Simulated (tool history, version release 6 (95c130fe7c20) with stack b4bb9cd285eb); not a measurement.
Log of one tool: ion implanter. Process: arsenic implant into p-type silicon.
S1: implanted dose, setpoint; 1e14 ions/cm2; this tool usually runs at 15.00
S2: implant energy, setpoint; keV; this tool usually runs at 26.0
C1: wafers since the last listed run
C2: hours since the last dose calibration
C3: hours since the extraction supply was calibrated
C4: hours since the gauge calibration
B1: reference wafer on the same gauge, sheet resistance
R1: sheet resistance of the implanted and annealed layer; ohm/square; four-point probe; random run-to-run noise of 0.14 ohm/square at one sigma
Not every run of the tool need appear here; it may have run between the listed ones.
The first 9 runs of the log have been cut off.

Run 10, day 9.275: usual settings; C1 479; C2 2243.8; C3 3678.7; C4 575.6; B1 83.96. Result: R1 93.88 ohm/square.
Run 11, day 10.733: usual settings; C1 560; C2 2278.8; C3 3713.7; C4 610.6; B1 84.00. Result: R1 93.94 ohm/square.
Run 12, day 11.646: usual settings; C1 350; C2 2300.7; C3 3735.6; C4 632.5; B1 84.00. Result: R1 93.60 ohm/square.
Run 13, day 12.579: usual settings; C1 359; C2 2323.1; C3 3758.0; C4 654.9; B1 84.01. Result: R1 93.61 ohm/square.
At day 13.738: Faraday cup replaced and dose calibrated.
Run 14, day 13.758: usual settings; C1 325; C2 0.5; C3 3786.3; C4 683.2; B1 83.99. Result: R1 95.00 ohm/square.
Run 15, day 14.750: usual settings but S2 31.5 keV; C1 381; C2 24.3; C3 3810.1; C4 707.0; B1 83.99. Result: R1 89.14 ohm/square.
Run 16, day 15.975: usual settings but S1 13.47 1e14 ions/cm2, S2 23.0 keV; C1 471; C2 53.7; C3 3839.5; C4 736.4; B1 83.99. Result: R1 102.17 ohm/square.
Run 17, day 17.062: usual settings but S1 13.47 1e14 ions/cm2, S2 23.0 keV; C1 418; C2 79.8; C3 3865.6; C4 762.5; B1 83.98. Result: R1 102.50 ohm/square.
Run 18, day 18.379: usual settings; C1 506; C2 111.4; C3 3897.2; C4 794.1; B1 84.00. Result: R1 94.84 ohm/square.
At day 20.067: extraction supply calibrated.
Run 19, day 20.088: usual settings but S1 18.78 1e14 ions/cm2, S2 18.5 keV; C1 528; C2 152.4; C3 0.5; C4 835.1; B1 83.97. Result: R1 100.07 ohm/square.
At day 20.325: gauge calibrated.
Run 20, day 21.000: usual settings; C1 350; C2 174.3; C3 22.4; C4 16.2; B1 83.99. Result: R1 95.10 ohm/square.
Run 21, day 21.821: usual settings but S1 19.48 1e14 ions/cm2, S2 34.0 keV; C1 315; C2 194.0; C3 42.1; C4 35.9; B1 83.99. Result: R1 80.07 ohm/square.
Run 22, day 22.521: usual settings; C1 269; C2 210.8; C3 58.9; C4 52.7; B1 84.01. Result: R1 95.12 ohm/square.
Run 23, day 23.721: usual settings but S1 16.52 1e14 ions/cm2, S2 17.0 keV; C1 461; C2 239.6; C3 87.7; C4 81.5; B1 83.99. Result: R1 105.48 ohm/square.
Run 24, day 24.629: usual settings but S1 10.76 1e14 ions/cm2, S2 34.0 keV; C1 349; C2 261.4; C3 109.5; C4 103.3; B1 83.98. Result: R1 102.68 ohm/square.
Run 25, day 25.825: usual settings but S1 13.83 1e14 ions/cm2; C1 459; C2 290.1; C3 138.2; C4 132.0; B1 84.01. Result: R1 97.57 ohm/square.
Run 26, day 30.192: usual settings but S1 11.31 1e14 ions/cm2, S2 31.5 keV; C1 1679; C2 394.9; C3 243.0; C4 236.8; B1 83.97. Result: R1 101.48 ohm/square.
Run 27, day 31.062: usual settings; C1 334; C2 415.8; C3 263.9; C4 257.7; B1 83.98. Result: R1 94.91 ohm/square.
Run 28, day 32.358: usual settings but S1 17.28 1e14 ions/cm2, S2 19.0 keV; C1 498; C2 446.9; C3 295.0; C4 288.8; B1 84.02. Result: R1 100.75 ohm/square.
Run 29, day 33.800: usual settings but S2 23.5 keV; C1 554; C2 481.5; C3 329.6; C4 323.4; B1 84.00. Result: R1 98.02 ohm/square.
Run 30, day 35.267: usual settings but S1 17.34 1e14 ions/cm2, S2 30.0 keV; C1 564; C2 516.7; C3 364.8; C4 358.6; B1 84.01. Result: R1 86.32 ohm/square.
Run 31, day 35.938: usual settings; C1 258; C2 532.8; C3 380.9; C4 374.7; B1 84.01. Result: R1 94.70 ohm/square.
Run 32, day 36.446: usual settings but S1 17.60 1e14 ions/cm2, S2 17.5 keV; C1 195; C2 545.0; C3 393.1; C4 386.9; B1 84.01. Result: R1 103.08 ohm/square.
Run 33, day 37.504: usual settings but S1 10.98 1e14 ions/cm2, S2 31.0 keV; C1 407; C2 570.4; C3 418.5; C4 412.3; B1 84.04. Result: R1 103.51 ohm/square.
Run 34, day 41.017: usual settings but S1 13.80 1e14 ions/cm2, S2 32.5 keV; C1 1351; C2 654.7; C3 502.8; C4 496.6; B1 83.98. Result: R1 91.28 ohm/square.

Forecast each of these 4 alternatives for the next run:
Run A, day 41.033: usual settings; C1 6; C2 655.1; C3 503.2; C4 497.0; B1 ?. Result: R1 ?.
Run B, day 41.033: usual settings but S1 17.68 1e14 ions/cm2; C1 6; C2 655.1; C3 503.2; C4 497.0; B1 ?. Result: R1 ?.
Run C, day 41.033: usual settings but S1 11.08 1e14 ions/cm2; C1 6; C2 655.1; C3 503.2; C4 497.0; B1 ?. Result: R1 ?.
Run D, day 41.033: usual settings but S2 32.0 keV; C1 6; C2 655.1; C3 503.2; C4 497.0; B1 ?. Result: R1 ?.

run     B1      R1
  A  84.02   95.24
  B  84.02   90.75
  C  84.02  108.26
  D  84.02   89.03
With no hidden state in the tool, these same runs would have given:
run      R1
  A   95.57
  B   91.00
  C  108.85
  D   89.38
